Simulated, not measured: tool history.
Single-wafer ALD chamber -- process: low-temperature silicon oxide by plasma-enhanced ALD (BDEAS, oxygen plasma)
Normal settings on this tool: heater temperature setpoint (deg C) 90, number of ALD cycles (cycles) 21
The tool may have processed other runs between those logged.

run	day	heater temperature setpoint (deg C)	number of ALD cycles (cycles)	read-back reference wafer on the same gauge, thickness_nm	mean film thickness on the monitor wafer (angstrom)
1	0.000	101	21	3.031	29.64
2	5.754	101	21	3.028	29.47
# day 7.933: gauge calibrated
3	7.958	101	21	3.029	29.61
4	10.379	84	21	3.027	30.90
5	12.658	84	21	3.030	30.94
6	14.038	84	21	3.031	30.85
7	15.962	99	22	3.032	31.01
8	17.029	99	22	3.029	30.98
9	18.338	99	22	3.029	31.07
10	20.054	80	21	3.031	31.36
11	22.446	80	21	3.031	31.29
12	24.621	90	18	3.031	26.05
13	25.671	90	18	3.031	26.10
# day 26.058: thermocouple changed; heater temperature recalibrated
14	27.946	90	21	3.030	30.83
15	30.829	101	21	3.030	29.71
16	32.279	105	24	3.032	33.97
17	35.979	90	21	3.030	30.85
18	38.542	78	18	3.030	27.41
# day 39.200: gauge calibrated
19	40.067	80	21	3.031	31.75
20	41.888	98	24	3.030	34.42
21	44.462	96	24	3.030	34.30
22	47.138	86	23	3.031	34.07
23	49.854	96	20	3.030	28.61
24	52.288	102	23	3.029	32.54
25	53.792	99	23	3.029	32.74
26	55.717	82	18	3.031	26.78

Alternative continuations, all from the tool just after run 26; predict every row:
A	55.733	90	25	?	?
B	55.733	77	22	?	?
C	55.733	98	18	?	?
D	55.733	81	17	?	?
E	55.733	86	21	?	?

run	read-back reference wafer on the same gauge, thickness_nm	mean film thickness on the monitor wafer (angstrom)
A	3.029	36.38
B	3.029	33.30
C	3.029	25.56
D	3.029	25.43
E	3.029	30.93
The same runs, with their run-to-run variation unchanged, on a tool lacking any hidden condition would have given:
run	mean film thickness on the monitor wafer (angstrom)
A	36.81
B	33.69
C	25.86
D	25.72
E	31.30
